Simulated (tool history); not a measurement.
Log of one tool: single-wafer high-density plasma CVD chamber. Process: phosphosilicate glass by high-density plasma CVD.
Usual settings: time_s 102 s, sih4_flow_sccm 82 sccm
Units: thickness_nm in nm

| run | hour | time_s | sih4_flow_sccm | read-back reference wafer on the same gauge, thickness_nm | thickness_nm |
|---|---|---|---|---|---|
| 1 | 0.0 | 102 | 94 | 762.981 | 1022.195 |
| 2 | 65.4 | 102 | 94 | 762.580 | 1026.202 |
| 3 | 118.3 | 110 | 90 | 762.729 | 1062.632 |
| 4 | 156.9 | 110 | 90 | 762.425 | 1061.477 |
| 5 | 236.8 | 110 | 90 | 763.142 | 1058.740 |
| 6 | 337.6 | 102 | 82 | 763.136 | 895.343 |
| 7 | 427.3 | 102 | 82 | 763.150 | 895.813 |
| 8 | 493.8 | 116 | 75 | 763.308 | 929.642 |
| 9 | 599.7 | 93 | 76 | 763.423 | 756.701 |
| 10 | 641.6 | 87 | 82 | 763.203 | 761.723 |
| 11 | 709.5 | 117 | 98 | 762.765 | 1228.428 |
| 12 | 808.3 | 90 | 73 | 763.355 | 701.616 |
| 13 | 874.3 | 117 | 98 | 763.125 | 1226.207 |
| 14 | 975.6 | 84 | 75 | 763.182 | 672.602 |

Not shown: 2 entries that the log had between the listed runs. Between which runs, and how does the tool's hidden state differ before and after?
Between runs 6 and 7: gauge calibrated (hour 413.3)
  no hidden state differs between the two runs
Between runs 9 and 10: silane flow controller replaced (hour 633.6)
  no hidden state differs between the two runs

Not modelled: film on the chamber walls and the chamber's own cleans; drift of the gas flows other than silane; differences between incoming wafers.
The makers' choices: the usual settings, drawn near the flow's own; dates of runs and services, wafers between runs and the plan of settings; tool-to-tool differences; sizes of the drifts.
